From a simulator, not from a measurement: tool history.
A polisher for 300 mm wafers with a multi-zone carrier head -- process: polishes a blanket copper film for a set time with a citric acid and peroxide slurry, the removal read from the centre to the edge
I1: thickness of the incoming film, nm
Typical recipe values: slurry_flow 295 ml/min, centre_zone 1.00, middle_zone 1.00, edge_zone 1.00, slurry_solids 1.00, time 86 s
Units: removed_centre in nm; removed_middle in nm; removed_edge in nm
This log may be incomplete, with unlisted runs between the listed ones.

{"run": 1, "hour": 0.0, "slurry_flow": 295, "centre_zone": 1.0, "middle_zone": 1.0, "edge_zone": 1.0, "slurry_solids": 1.0, "time": 86, "I1": 864.0, "removed_centre": 154.8, "removed_middle": 147.8, "removed_edge": 149.2}
{"run": 2, "hour": 49.6, "slurry_flow": 295, "centre_zone": 1.0, "middle_zone": 1.0, "edge_zone": 1.0, "slurry_solids": 1.0, "time": 86, "I1": 837.3, "removed_centre": 158.8, "removed_middle": 145.2, "removed_edge": 150.5}
{"run": 3, "hour": 60.8, "slurry_flow": 295, "centre_zone": 1.0, "middle_zone": 1.0, "edge_zone": 1.0, "slurry_solids": 1.0, "time": 86, "I1": 851.9, "removed_centre": 156.4, "removed_middle": 148.6, "removed_edge": 149.3}
{"hour": 66.0, "done": "slurry nozzle cleaned"}
{"hour": 70.3, "done": "carrier head's membrane replaced by a new one"}
{"run": 4, "hour": 70.8, "slurry_flow": 295, "centre_zone": 1.03, "middle_zone": 1.0, "edge_zone": 1.0, "slurry_solids": 1.0, "time": 86, "I1": 852.4, "removed_centre": 160.2, "removed_middle": 146.6, "removed_edge": 152.0}
{"run": 5, "hour": 82.0, "slurry_flow": 295, "centre_zone": 1.03, "middle_zone": 1.0, "edge_zone": 1.0, "slurry_solids": 1.0, "time": 86, "I1": 853.9, "removed_centre": 162.3, "removed_middle": 148.1, "removed_edge": 149.5}
{"hour": 89.0, "done": "worn pad replaced by a new one"}
{"run": 6, "hour": 94.0, "slurry_flow": 295, "centre_zone": 1.03, "middle_zone": 1.0, "edge_zone": 1.0, "slurry_solids": 1.0, "time": 86, "I1": 846.6, "removed_centre": 159.8, "removed_middle": 148.0, "removed_edge": 150.8}
{"run": 7, "hour": 106.9, "slurry_flow": 295, "centre_zone": 1.0, "middle_zone": 1.0, "edge_zone": 1.0, "slurry_solids": 1.0, "time": 86, "I1": 854.1, "removed_centre": 153.0, "removed_middle": 149.8, "removed_edge": 150.0}
{"run": 8, "hour": 114.3, "slurry_flow": 295, "centre_zone": 1.0, "middle_zone": 1.0, "edge_zone": 1.0, "slurry_solids": 1.0, "time": 86, "I1": 861.5, "removed_centre": 159.8, "removed_middle": 146.1, "removed_edge": 151.5}
{"hour": 122.9, "done": "edge zone pressure recalibrated"}
{"run": 9, "hour": 123.4, "slurry_flow": 295, "centre_zone": 1.0, "middle_zone": 1.0, "edge_zone": 1.0, "slurry_solids": 1.0, "time": 60, "I1": 852.7, "removed_centre": 110.3, "removed_middle": 101.6, "removed_edge": 104.5}
{"run": 10, "hour": 131.0, "slurry_flow": 295, "centre_zone": 1.1, "middle_zone": 1.04, "edge_zone": 1.04, "slurry_solids": 1.0, "time": 74, "I1": 851.4, "removed_centre": 148.4, "removed_middle": 130.2, "removed_edge": 130.4}
{"run": 11, "hour": 140.7, "slurry_flow": 295, "centre_zone": 1.0, "middle_zone": 1.0, "edge_zone": 1.0, "slurry_solids": 1.0, "time": 86, "I1": 849.9, "removed_centre": 158.7, "removed_middle": 144.5, "removed_edge": 149.4}
{"run": 12, "hour": 164.8, "slurry_flow": 295, "centre_zone": 1.09, "middle_zone": 0.91, "edge_zone": 0.95, "slurry_solids": 1.0, "time": 86, "I1": 856.2, "removed_centre": 170.5, "removed_middle": 136.6, "removed_edge": 146.7}
{"hour": 167.7, "done": "centre zone pressure recalibrated"}
{"run": 13, "hour": 174.5, "slurry_flow": 395, "centre_zone": 1.0, "middle_zone": 1.0, "edge_zone": 1.0, "slurry_solids": 1.2, "time": 86, "I1": 834.0, "removed_centre": 166.6, "removed_middle": 153.4, "removed_edge": 155.6}
{"run": 14, "hour": 188.3, "slurry_flow": 205, "centre_zone": 1.0, "middle_zone": 1.08, "edge_zone": 1.0, "slurry_solids": 1.0, "time": 100, "I1": 854.4, "removed_centre": 174.7, "removed_middle": 177.1, "removed_edge": 168.0}
{"run": 15, "hour": 200.7, "slurry_flow": 240, "centre_zone": 1.0, "middle_zone": 1.0, "edge_zone": 1.0, "slurry_solids": 1.0, "time": 72, "I1": 859.5, "removed_centre": 127.5, "removed_middle": 121.1, "removed_edge": 122.9}
{"hour": 217.0, "done": "worn pad replaced by a new one"}
{"run": 16, "hour": 217.5, "slurry_flow": 260, "centre_zone": 1.1, "middle_zone": 1.0, "edge_zone": 1.0, "slurry_solids": 0.75, "time": 114, "I1": 852.7, "removed_centre": 214.9, "removed_middle": 179.7, "removed_edge": 188.4}

List, for all runs, the conditions of the tool that the log does not record:
removal rate lost through wear of the pad, %: 0 at every run
slurry flow missing at the pad, %: 0 at every run
deviation of the centre zone's pressure from its setpoint, %: 0 at every run
deviation of the edge zone's pressure from its setpoint, %: 0 at every run

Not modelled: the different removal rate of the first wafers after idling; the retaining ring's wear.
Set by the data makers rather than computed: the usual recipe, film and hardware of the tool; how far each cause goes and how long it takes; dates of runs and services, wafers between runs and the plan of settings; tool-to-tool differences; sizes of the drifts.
